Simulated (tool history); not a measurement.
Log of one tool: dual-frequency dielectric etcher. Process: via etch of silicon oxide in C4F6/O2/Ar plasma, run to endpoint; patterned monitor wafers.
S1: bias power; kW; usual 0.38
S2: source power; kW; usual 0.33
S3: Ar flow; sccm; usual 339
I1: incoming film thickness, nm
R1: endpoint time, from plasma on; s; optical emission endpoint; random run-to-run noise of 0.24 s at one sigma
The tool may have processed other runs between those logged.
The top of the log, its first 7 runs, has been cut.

run	day	S1	S2	S3	I1	R1
8	8.458	0.38	0.33	339	113.2	30.7
# day 9.233: source power generator calibrated
9	9.283	0.463	0.41	392	111.7	25.6
# day 10.362: wet clean of the chamber
10	11.188	0.38	0.4	386	113.4	28.8
11	12.288	0.38	0.39	339	111.9	28.5
12	13.333	0.416	0.3	364	112.9	30
# day 13.746: Ar flow controller replaced
# day 14.675: upper electrode replaced
13	14.696	0.309	0.29	376	113.9	36.4
14	14.712	0.38	0.33	373	112.2	30.2
15	15.671	0.287	0.38	313	113.3	34.3
16	16.758	0.299	0.37	339	112.6	33.7
17	18.229	0.38	0.33	339	113.1	30.2
18	18.804	0.38	0.3	397	111.6	31.2
19	19.6	0.38	0.33	373	112.4	30.6
20	21.479	0.38	0.33	339	112.6	30.5
21	22.833	0.38	0.33	339	112.7	30.5
22	23.742	0.339	0.4	305	113.4	30.4
23	24.958	0.316	0.3	386	113.4	36.1
24	25.642	0.349	0.33	405	113	32.8
25	26.388	0.38	0.33	339	112.6	30.1
26	27.483	0.407	0.35	312	113.2	28.3
# day 29.15: wet clean of the chamber
27	29.171	0.442	0.33	302	113.4	27.7
28	30.067	0.418	0.33	305	112.4	28.1
29	30.871	0.296	0.36	417	113.1	35.2
30	33.562	0.317	0.37	256	111.7	31

3 ways to go on from here, each from the tool as it stands after run 30. What would each give?
A	33.579	0.434	0.33	339	112.5	?
B	33.579	0.38	0.39	297	112.5	?
C	33.579	0.345	0.37	339	112.5	?

run	R1
A	27.9
B	28.2
C	30.8
The same runs, with their run-to-run variation unchanged, on a tool lacking any hidden condition would have given:
run	R1
A	27.9
B	28.2
C	30.8
